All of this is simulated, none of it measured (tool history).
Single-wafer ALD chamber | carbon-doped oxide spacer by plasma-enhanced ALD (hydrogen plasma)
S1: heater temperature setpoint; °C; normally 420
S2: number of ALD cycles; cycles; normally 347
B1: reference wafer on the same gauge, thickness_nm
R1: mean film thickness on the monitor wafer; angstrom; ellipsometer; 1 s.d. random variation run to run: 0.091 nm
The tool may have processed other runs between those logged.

run,hour,S1,S2,B1,R1
1,0.0,420,347,20.399,175.45
2,29.7,420,347,20.373,175.97
3,48.0,420,347,20.417,176.20
4,65.9,420,295,20.383,147.79
# hour 85.3: gauge calibrated
5,97.7,420,295,20.175,145.19
6,110.0,420,295,20.244,146.62
7,133.5,420,347,20.229,173.17
8,153.8,420,347,20.286,173.18
9,176.3,420,347,20.304,174.92
10,196.7,431,347,20.355,168.66
11,227.8,420,322,20.341,162.15
12,242.9,420,322,20.386,163.38
13,277.8,420,321,20.431,162.37
14,291.8,420,321,20.435,161.48
15,309.4,430,347,20.460,168.04
16,326.6,430,347,20.450,168.64
17,345.7,428,347,20.428,171.71
18,361.5,428,347,20.403,170.64
19,374.6,420,395,20.467,199.35
# hour 401.5: thermocouple changed; heater temperature recalibrated
20,402.0,420,347,20.455,177.01
21,433.8,420,347,20.516,176.16
22,463.5,420,347,20.494,177.74
23,493.2,420,387,20.495,196.41
24,528.0,429,307,20.535,150.80
25,559.4,424,319,20.517,160.52
26,585.8,409,365,20.518,194.80
27,600.4,420,347,20.474,175.17
# hour 602.3: gauge calibrated
28,620.9,428,381,20.235,184.09
29,637.2,420,347,20.215,172.98
30,671.2,410,415,20.271,215.02
31,699.0,420,347,20.336,176.05
32,718.0,411,347,20.385,181.22
33,753.2,427,309,20.398,152.23
34,775.5,434,398,20.397,190.59
35,793.4,420,404,20.433,204.13
36,873.9,420,347,20.532,176.30

Each row is a separate what-if for the run after 36, all from the same tool condition, not one after another. Results?
A,874.8,420,347,?,?
B,874.8,420,375,?,?
C,874.8,406,306,?,?

run,B1,R1
A,20.510,175.77
B,20.510,189.95
C,20.510,162.47
Stripped of hidden state, with their random variation kept, the same runs would have yielded:
run,R1
A,172.48
B,186.40
C,159.43
